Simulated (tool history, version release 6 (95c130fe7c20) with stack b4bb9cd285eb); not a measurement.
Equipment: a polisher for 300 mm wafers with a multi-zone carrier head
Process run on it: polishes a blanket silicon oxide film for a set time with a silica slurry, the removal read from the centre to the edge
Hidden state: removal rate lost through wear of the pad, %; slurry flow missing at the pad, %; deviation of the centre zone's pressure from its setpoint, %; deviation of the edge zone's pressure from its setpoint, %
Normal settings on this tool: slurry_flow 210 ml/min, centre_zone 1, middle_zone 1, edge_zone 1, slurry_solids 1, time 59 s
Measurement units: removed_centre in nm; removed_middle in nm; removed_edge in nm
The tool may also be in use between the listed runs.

| run | hour | slurry_flow | centre_zone | middle_zone | edge_zone | slurry_solids | time | wafers since the last listed run | wafers polished on this pad | hours since the slurry nozzle was cleaned | hours since the centre zone pressure was calibrated | hours since the edge zone pressure was calibrated | hours since the carrier head's membrane was replaced | incoming thickness of the incoming film, nm | removed_centre | removed_middle | removed_edge |
|---|---|---|---|---|---|---|---|---|---|---|---|---|---|---|---|---|---|
| 1 | 0 | 210 | 1 | 1 | 1 | 1 | 59 | 0 | 579 | 120.8 | 271.3 | 832.6 | 115.3 | 811.8 | 98.6 | 98.6 | 95.1 |
|  | 135.8 | worn pad replaced by a new one |
| 2 | 211.4 | 210 | 1 | 1 | 1 | 1 | 59 | 2441 | 890 | 332.2 | 482.7 | 1044 | 326.7 | 804.9 | 98.3 | 97.9 | 95.7 |
| 3 | 261.4 | 210 | 1 | 1 | 1 | 1 | 59 | 588 | 1478 | 382.2 | 532.7 | 1094 | 376.7 | 814.2 | 98.6 | 98 | 95.8 |
| 4 | 292.6 | 210 | 1 | 1 | 1 | 1 | 59 | 367 | 1845 | 413.4 | 563.9 | 1125.2 | 407.9 | 803.9 | 98 | 96.2 | 96.3 |
|  | 333.2 | worn pad replaced by a new one |
| 5 | 333.9 | 210 | 1 | 1 | 1 | 1 | 59 | 439 | 8 | 454.7 | 605.2 | 1166.5 | 449.2 | 801.6 | 97.9 | 98 | 94.9 |
| 6 | 368.2 | 210 | 1 | 1.09 | 1 | 1 | 59 | 403 | 411 | 489 | 639.5 | 1200.8 | 483.5 | 815.5 | 99.1 | 103.6 | 98.3 |
| 7 | 407.3 | 210 | 1 | 1.09 | 1 | 1 | 59 | 460 | 871 | 528.1 | 678.6 | 1239.9 | 522.6 | 808.2 | 99.6 | 102.5 | 96.4 |
|  | 462.5 | centre zone pressure recalibrated |
| 8 | 471.2 | 210 | 1 | 1 | 1 | 1 | 59 | 728 | 1600 | 592 | 8.7 | 1303.8 | 586.5 | 801 | 97.2 | 96.7 | 96.3 |
| 9 | 495.5 | 210 | 1 | 1 | 1 | 1 | 59 | 286 | 1886 | 616.3 | 33 | 1328.1 | 610.8 | 820.2 | 97.1 | 97 | 95.2 |
|  | 537.9 | worn pad replaced by a new one |
| 10 | 546.7 | 210 | 1 | 1 | 1 | 1 | 59 | 555 | 103 | 667.5 | 84.2 | 1379.3 | 662 | 812.2 | 98.1 | 97.4 | 95.5 |
| 11 | 574.6 | 160 | 1.07 | 1.08 | 1.1 | 1 | 59 | 328 | 431 | 695.4 | 112.1 | 1407.2 | 689.9 | 794.6 | 99.9 | 98.9 | 99.2 |
| 12 | 623.3 | 170 | 1 | 0.94 | 1.09 | 1 | 59 | 573 | 1004 | 744.1 | 160.8 | 1455.9 | 738.6 | 807.8 | 95.2 | 88.5 | 99.4 |
|  | 683.9 | carrier head's membrane replaced by a new one |
| 13 | 692.5 | 210 | 1 | 1 | 1 | 0.9 | 59 | 755 | 1760 | 813.3 | 230 | 1525.1 | 8.6 | 815.8 | 92.5 | 90.9 | 89.3 |
|  | 741.2 | worn pad replaced by a new one |
|  | 742.2 | slurry nozzle cleaned |
| 14 | 742.7 | 210 | 1 | 1 | 1 | 1 | 59 | 532 | 5 | 0.5 | 280.2 | 1575.3 | 58.8 | 800.8 | 97.7 | 98.3 | 96.5 |
|  | 765.7 | edge zone pressure recalibrated |
| 15 | 800.9 | 160 | 1.05 | 0.91 | 1 | 1.2 | 59 | 661 | 667 | 58.7 | 338.4 | 35.2 | 117 | 819.3 | 109.3 | 96.6 | 102.8 |
| 16 | 839.3 | 210 | 1 | 1 | 1 | 1 | 59 | 451 | 1119 | 97.1 | 376.8 | 73.6 | 155.4 | 804.9 | 97.9 | 95.6 | 94.3 |
| 17 | 893.4 | 210 | 1 | 1 | 1 | 1 | 59 | 636 | 1756 | 151.2 | 430.9 | 127.7 | 209.5 | 796.6 | 98.1 | 99 | 97.1 |
|  | 916.6 | worn pad replaced by a new one |
| 18 | 963.6 | 210 | 0.92 | 1 | 1 | 1 | 76 | 779 | 553 | 221.4 | 501.1 | 197.9 | 279.7 | 819.8 | 117 | 126.7 | 123.1 |

4 options for the next run, each taken on its own from the tool as it stands now. Forecast them:
| A | 964 | 210 | 1 | 1 | 1 | 1 | 59 | 4 | 557 | 221.8 | 501.5 | 198.3 | 280.1 | 810.1 | ? | ? | ? |
| B | 964 | 280 | 1 | 1 | 1.06 | 0.8 | 59 | 4 | 557 | 221.8 | 501.5 | 198.3 | 280.1 | 810.1 | ? | ? | ? |
| C | 964 | 210 | 0.94 | 1.11 | 1 | 0.9 | 59 | 4 | 557 | 221.8 | 501.5 | 198.3 | 280.1 | 810.1 | ? | ? | ? |
| D | 964 | 210 | 1.1 | 1 | 1 | 0.9 | 59 | 4 | 557 | 221.8 | 501.5 | 198.3 | 280.1 | 810.1 | ? | ? | ? |

| run | removed_centre | removed_middle | removed_edge |
|---|---|---|---|
| A | 98.2 | 99.2 | 98.1 |
| B | 88.1 | 88.6 | 89.4 |
| C | 86.5 | 101.5 | 91.7 |
| D | 101.2 | 92.8 | 91.9 |
The same runs, with their run-to-run variation unchanged, on a tool lacking any hidden condition would have given:
| run | removed_centre | removed_middle | removed_edge |
|---|---|---|---|
| A | 98.2 | 99.2 | 98.1 |
| B | 88.1 | 88.6 | 89.4 |
| C | 86.5 | 101.5 | 91.7 |
| D | 101.2 | 92.8 | 91.9 |

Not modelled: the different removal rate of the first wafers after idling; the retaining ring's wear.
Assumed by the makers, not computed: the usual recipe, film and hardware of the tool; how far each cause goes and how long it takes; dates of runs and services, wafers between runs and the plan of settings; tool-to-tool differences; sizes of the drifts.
